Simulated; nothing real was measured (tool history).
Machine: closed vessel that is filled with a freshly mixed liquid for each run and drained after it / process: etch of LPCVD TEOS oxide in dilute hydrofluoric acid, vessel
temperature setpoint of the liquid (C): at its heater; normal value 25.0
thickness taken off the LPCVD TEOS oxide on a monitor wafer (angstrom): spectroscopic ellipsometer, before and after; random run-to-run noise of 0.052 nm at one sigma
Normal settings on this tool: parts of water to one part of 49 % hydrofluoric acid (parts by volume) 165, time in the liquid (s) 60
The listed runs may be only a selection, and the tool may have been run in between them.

run,day,temperature setpoint of the liquid (C),parts of water to one part of 49 % hydrofluoric acid (parts by volume),time in the liquid (s),wafers since the last listed run,hours since the thermometer was replaced,hours since the hydrofluoric acid flow meter was replaced,hours since the gauge calibration,"read-back film thickness of the LPCVD TEOS oxide reference wafer, read on the same gauge (nm)",thickness taken off the LPCVD TEOS oxide on a monitor wafer (angstrom)
1,0.000,25.0,215,60,0,2009.8,1410.9,1419.1,99.98,52.5
2,1.129,25.0,215,60,3785,2036.9,1438.0,1446.2,99.97,51.8
3,2.575,25.0,215,60,4847,2071.6,1472.7,1480.9,100.02,52.6
4,5.242,25.0,165,60,8940,2135.6,1536.7,1544.9,99.96,73.0
# day 5.700: hydrofluoric acid flow meter replaced
5,6.512,25.0,165,60,4120,2166.1,19.5,1575.4,100.03,75.2
6,8.212,25.0,165,60,5699,2206.9,60.3,1616.2,100.00,74.9
7,9.596,25.0,165,50,4637,2240.1,93.5,1649.4,100.01,62.9
# day 12.279: gauge calibrated
8,12.408,25.0,165,50,9429,2307.6,161.0,3.1,100.00,64.1
9,14.304,25.0,125,60,6355,2353.1,206.5,48.6,99.99,104.6
10,16.362,25.0,165,60,6900,2402.5,255.9,98.0,100.00,75.9
11,18.975,25.0,165,60,8758,2465.2,318.6,160.7,100.00,77.5
12,21.367,25.0,165,60,8018,2522.6,376.0,218.1,100.04,76.7
13,22.571,25.0,165,60,4037,2551.5,404.9,247.0,99.96,75.6
14,24.408,25.0,165,60,6160,2595.6,449.0,291.1,99.98,77.1
# day 25.071: hydrofluoric acid flow meter replaced, repeated, since the last time left the tool worse
15,25.433,25.0,165,60,3296,2620.2,8.7,315.7,100.00,67.4
# day 26.962: thermometer replaced
16,27.508,25.0,165,60,6816,13.1,58.5,365.5,100.04,69.0
17,29.162,23.5,215,40,5545,52.8,98.2,405.2,100.00,31.5
18,31.246,28.0,100,85,6984,102.8,148.2,455.2,100.00,194.4
19,32.421,25.0,165,30,3939,131.0,176.4,483.4,99.97,34.6
20,34.317,25.0,165,60,6355,176.5,221.9,528.9,100.00,68.9
21,36.988,25.0,165,60,8954,240.6,286.0,593.0,99.97,67.5
22,39.462,22.0,235,75,8297,300.0,345.4,652.4,99.99,49.9
23,42.192,25.0,165,85,9149,365.5,410.9,717.9,99.99,96.5
24,44.692,25.0,165,35,8381,425.5,470.9,777.9,99.99,39.9
25,47.138,23.0,120,45,8199,484.2,529.6,836.6,100.01,70.0
26,49.321,20.5,145,95,7319,536.6,582.0,889.0,100.02,107.8
27,50.796,29.0,240,70,4945,572.0,617.4,924.4,99.98,59.7
28,53.021,25.0,205,80,7459,625.4,670.8,977.8,100.00,71.5
29,55.342,25.0,165,90,7780,681.1,726.5,1033.5,100.03,105.0
30,56.650,25.0,165,60,4386,712.5,757.9,1064.9,100.00,70.6
31,59.371,25.0,165,60,9121,777.8,823.2,1130.2,99.98,69.5
32,61.746,26.5,90,30,7962,834.8,880.2,1187.2,99.97,74.3
33,63.050,22.0,215,60,4372,866.1,911.5,1218.5,100.00,46.3

Describe how what the log doesn't record of the tool's condition differs between the last listed run preceding each entry between runs and the first listed run following it.
Run 4 -> run 5: hydrofluoric acid flow meter replaced (day 5.700)
  hydrofluoric acid flow above the setpoint (%): 5.86 -> 10.1
  the result without the hidden state subtracted from the measured one, thickness taken off the LPCVD TEOS oxide on a monitor wafer (angstrom): +4.8 -> +8.1
Run 7 -> run 8: gauge calibrated (day 12.279)
  hydrofluoric acid flow above the setpoint (%): 10.3 -> 10.6
  the result without the hidden state subtracted from the measured one, thickness taken off the LPCVD TEOS oxide on a monitor wafer (angstrom): +6.9 -> +7.2
Run 14 -> run 15: hydrofluoric acid flow meter replaced, repeated, since the last time left the tool worse (day 25.071)
  hydrofluoric acid flow above the setpoint (%): 11.6 -> 0.345
  the result without the hidden state subtracted from the measured one, thickness taken off the LPCVD TEOS oxide on a monitor wafer (angstrom): +9.4 -> +0.2
Run 15 -> run 16: thermometer replaced (day 26.962)
  hydrofluoric acid flow above the setpoint (%): 0.345 -> 0.526
  the result without the hidden state subtracted from the measured one, thickness taken off the LPCVD TEOS oxide on a monitor wafer (angstrom): +0.2 -> +0.4
